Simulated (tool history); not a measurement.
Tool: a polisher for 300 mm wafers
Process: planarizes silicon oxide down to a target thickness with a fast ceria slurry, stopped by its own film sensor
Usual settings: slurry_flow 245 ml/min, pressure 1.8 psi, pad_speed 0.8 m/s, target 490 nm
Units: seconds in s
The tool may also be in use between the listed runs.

run	day	slurry_flow	pressure	pad_speed	target	incoming thickness of the incoming film, nm	seconds
1	0	245	1.4	0.8	490	1314.1	166.5
2	1.175	245	1.8	0.8	490	1303.4	131.2
3	3.596	245	1.8	0.8	490	1293.4	135.6
4	4.829	245	1.8	0.8	490	1316.9	140.3
# day 5.404: worn pad replaced by a new one
5	6.254	245	1.7	0.98	490	1295	107.6
6	9.129	245	1.8	0.8	490	1332.7	134.2
7	11.117	245	1.8	0.8	490	1320.8	135.7
# day 12.358: head pressure recalibrated
8	12.842	245	1.8	0.8	490	1326.6	126.6
# day 13.862: slurry nozzle cleaned
# day 15.125: worn pad replaced by a new one
9	15.788	245	1.8	0.8	490	1296.5	119
10	17.942	245	1.8	0.8	490	1289.3	126.4
11	20.896	245	1.8	0.8	490	1320.8	134.8
12	22.375	245	1.8	0.8	490	1308.1	137.7
13	24.021	245	1.8	0.8	490	1298	141
# day 25.525: worn pad replaced by a new one
14	26.458	315	2.2	0.68	594	1320.7	104
15	28.35	245	1.4	0.88	236	1318.3	191.1
16	30.242	245	1.8	0.8	490	1324.4	136.6
17	31.733	245	1.8	0.8	490	1301.7	130.9
18	34.538	305	1.4	0.6	490	1296.3	211.3
# day 35.708: worn pad replaced by a new one
# day 36.354: head pressure recalibrated
# day 37.533: slurry nozzle cleaned
19	40.717	290	1.8	0.58	490	1306.5	166.5
20	43.162	245	2.4	0.8	490	1316.7	104.3
21	45.25	245	1.8	0.58	490	1298.7	181.9
# day 46.362: worn pad replaced by a new one
22	48.096	245	1.8	0.8	490	1313.3	129.3
23	50.612	245	1.3	0.8	234	1318.9	231.4
24	53.117	245	1.8	0.8	490	1293.6	138
25	54.917	245	1.8	0.8	490	1305.2	140.4
26	56.354	245	1.8	0.9	407	1314.4	143.7

Some steps in seconds between neighbouring runs. How much of each would the tool show without its hidden state too (settings, what came in, random variation), and how much is left for the hidden state, with any gauge scatter that isn't in both results?
The hidden state here: removal rate lost through wear of the pad, %; slurry flow missing at the pad, %; deviation of the head's pressure from its setpoint, %.
Run 18 -> 19: slurry_flow 305 -> 290, pressure 1.4 -> 1.8, pad_speed 0.6 -> 0.58, worn pad replaced by a new one, head pressure recalibrated, slurry nozzle cleaned. seconds -44.8 s: hidden state -20.6, all else -24.2.
Run 22 -> 23: pressure 1.8 -> 1.3, target 490 -> 234. seconds +102.1 s: hidden state +19.5, all else +82.6.
Run 23 -> 24: pressure 1.3 -> 1.8, target 234 -> 490. seconds -93.4 s: hidden state -10.2, all else -83.2.

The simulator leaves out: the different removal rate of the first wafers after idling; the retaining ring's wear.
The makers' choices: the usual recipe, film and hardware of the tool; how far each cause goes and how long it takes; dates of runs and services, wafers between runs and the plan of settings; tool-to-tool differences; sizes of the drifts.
